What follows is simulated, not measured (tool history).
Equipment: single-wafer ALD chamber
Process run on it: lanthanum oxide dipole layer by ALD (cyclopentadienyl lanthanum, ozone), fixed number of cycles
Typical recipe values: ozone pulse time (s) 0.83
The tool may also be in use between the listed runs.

run,hour,ozone pulse time (s),"read-back reference wafer on the same gauge, thickness_nm",mean film thickness on the monitor wafer (angstrom)
1,0.0,0.83,0.497,4.56
2,57.8,0.83,0.497,4.58
3,96.3,0.92,0.497,4.71
4,148.2,0.92,0.497,4.67
5,182.2,0.92,0.497,4.66
6,244.9,0.83,0.497,4.52
7,304.7,0.83,0.498,4.49
# hour 352.9: ozone generator serviced
8,353.7,0.83,0.498,4.60
# hour 378.2: showerhead replaced
9,385.0,0.70,0.497,4.43
10,432.1,0.99,0.497,4.86
11,483.4,1.13,0.496,4.97
# hour 509.9: gauge calibrated
# hour 529.7: thermocouple changed; heater temperature recalibrated
12,661.1,0.59,0.497,4.17
13,721.4,0.74,0.497,4.41
14,784.3,0.83,0.498,4.58
15,831.1,1.02,0.497,4.81

Predict each of these 5 candidate next runs independently; none follows another, all start after run 15:
A,831.5,0.83,?,?
B,831.5,0.73,?,?
C,831.5,0.62,?,?
D,831.5,0.52,?,?
E,831.5,1.00,?,?

run,"read-back reference wafer on the same gauge, thickness_nm",mean film thickness on the monitor wafer (angstrom)
A,0.497,4.57
B,0.497,4.40
C,0.497,4.20
D,0.497,3.98
E,0.497,4.81
Take away the tool's hidden state, keep each run's random variation, and the runs would have read:
run,mean film thickness on the monitor wafer (angstrom)
A,4.66
B,4.50
C,4.30
D,4.08
E,4.89
